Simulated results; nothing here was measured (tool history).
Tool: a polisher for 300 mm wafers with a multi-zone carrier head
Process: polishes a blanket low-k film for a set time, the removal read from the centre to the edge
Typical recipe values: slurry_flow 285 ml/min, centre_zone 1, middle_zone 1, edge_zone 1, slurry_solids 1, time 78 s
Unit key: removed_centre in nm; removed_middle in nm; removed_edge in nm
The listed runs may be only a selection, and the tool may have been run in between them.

run	hour	slurry_flow	centre_zone	middle_zone	edge_zone	slurry_solids	time	wafers since the last listed run	wafers polished on this pad	hours since the slurry nozzle was cleaned	hours since the centre zone pressure was calibrated	hours since the edge zone pressure was calibrated	hours since the carrier head's membrane was replaced	incoming thickness of the incoming film, nm	removed_centre	removed_middle	removed_edge
1	0	285	1	1	1	1	78	0	2418	58	245.2	590.2	327	480.9	41.3	40.8	41.1
# hour 73.2: edge zone pressure recalibrated
2	89.1	285	1	1	1	1	78	1001	3419	147.1	334.3	15.9	416.1	488.3	40.8	41	41.7
3	140	285	1	1	1	1	78	585	4005	198	385.2	66.8	467	482.7	41.6	40.4	40.9
4	196.9	375	1	1	1.1	1	78	654	4659	254.9	442.1	123.7	523.9	482.3	42.7	41.6	44.2
5	252.8	285	1	1.09	1	1	78	642	5302	310.8	498	179.6	579.8	485	41	43.1	41.5
6	362.6	285	1	1	1	1	78	1262	6565	420.6	607.8	289.4	689.6	477.7	41.6	40.7	41.3
# hour 407.6: worn pad replaced by a new one
7	436.2	285	1	1	1	1	78	800	329	494.2	681.4	363	763.2	479	40.9	40.3	40.8
# hour 661.7: carrier head's membrane replaced by a new one
8	666.1	240	0.88	1	1	1	78	2586	2915	724.1	911.3	592.9	4.4	480.6	35.2	39.6	40.9
# hour 675.6: edge zone pressure recalibrated
# hour 709.1: slurry nozzle cleaned
9	725.9	285	1	0.89	1	0.7	78	653	3568	16.8	971.1	50.3	64.2	482.7	37.5	33.6	38.4
10	814.1	285	1	1	1	1	78	1014	4582	105	1059.3	138.5	152.4	484.8	41.6	40.6	41.2
11	880.3	285	1	1	1	1	78	761	5344	171.2	1125.5	204.7	218.6	477.7	41.1	40.1	41.5
12	977.3	285	1	1	1	1	78	1115	6459	268.2	1222.5	301.7	315.6	481.3	40.8	40.3	41.6
# hour 1039.2: centre zone pressure recalibrated
13	1057.3	285	1	1	1	1	94	897	7356	348.2	18.1	381.7	395.6	482	48.9	49.5	51
# hour 1069.8: worn pad replaced by a new one
14	1100.2	285	1	0.9	1	1	78	447	349	391.1	61	424.6	438.5	484	40.9	37	41.5
15	1137	285	1	1	1	1	78	423	773	427.9	97.8	461.4	475.3	488.3	41.2	40.4	41.2
16	1225.1	250	0.94	1.05	1	1.25	78	1013	1786	516	185.9	549.5	563.4	487.4	39.9	43.6	42.6
# hour 1275.2: edge zone pressure recalibrated
17	1325.3	380	1.1	1	1	1	78	1129	2915	616.2	286.1	50.1	663.6	479.9	46.7	41.7	42.8
18	1365.1	285	0.97	1.06	1.08	1	78	457	3373	656	325.9	89.9	703.4	482.9	39.9	42.8	43
19	1451.8	330	1	1	1.07	1.3	60	997	4370	742.7	412.6	176.6	790.1	485.8	34.3	33.8	35.7
20	1543.8	285	1	1	1.1	1	78	1058	5428	834.7	504.6	268.6	882.1	483.3	41.7	40.5	43.3
# hour 1579.2: carrier head's membrane replaced by a new one
21	1643.3	285	1.03	1	1	1.25	78	1086	6515	934.2	604.1	368.1	64.1	472.4	44.7	43.2	43.8
# hour 1729.5: slurry nozzle cleaned
# hour 1760.8: worn pad replaced by a new one
22	1878.8	285	1	1	1	1	78	2650	1357	149.3	839.6	603.6	299.6	486.2	41.1	40.4	40.7

Alternative continuations, all from the tool just after run 22; predict every row:
A	1879.2	285	1	1	1	1	78	4	1361	149.7	840	604	300	473.8	?	?	?
B	1879.2	285	0.93	1	1	1	78	4	1361	149.7	840	604	300	473.8	?	?	?
C	1879.2	285	0.94	1	1.07	0.9	78	4	1361	149.7	840	604	300	473.8	?	?	?

run	removed_centre	removed_middle	removed_edge
A	40.8	40.4	41.3
B	38	40.4	41.3
C	37.4	39.3	41.6
What these runs would have given with no unlogged condition in the tool:
run	removed_centre	removed_middle	removed_edge
A	40.8	40.4	41.3
B	38	40.4	41.3
C	37.4	39.3	41.6
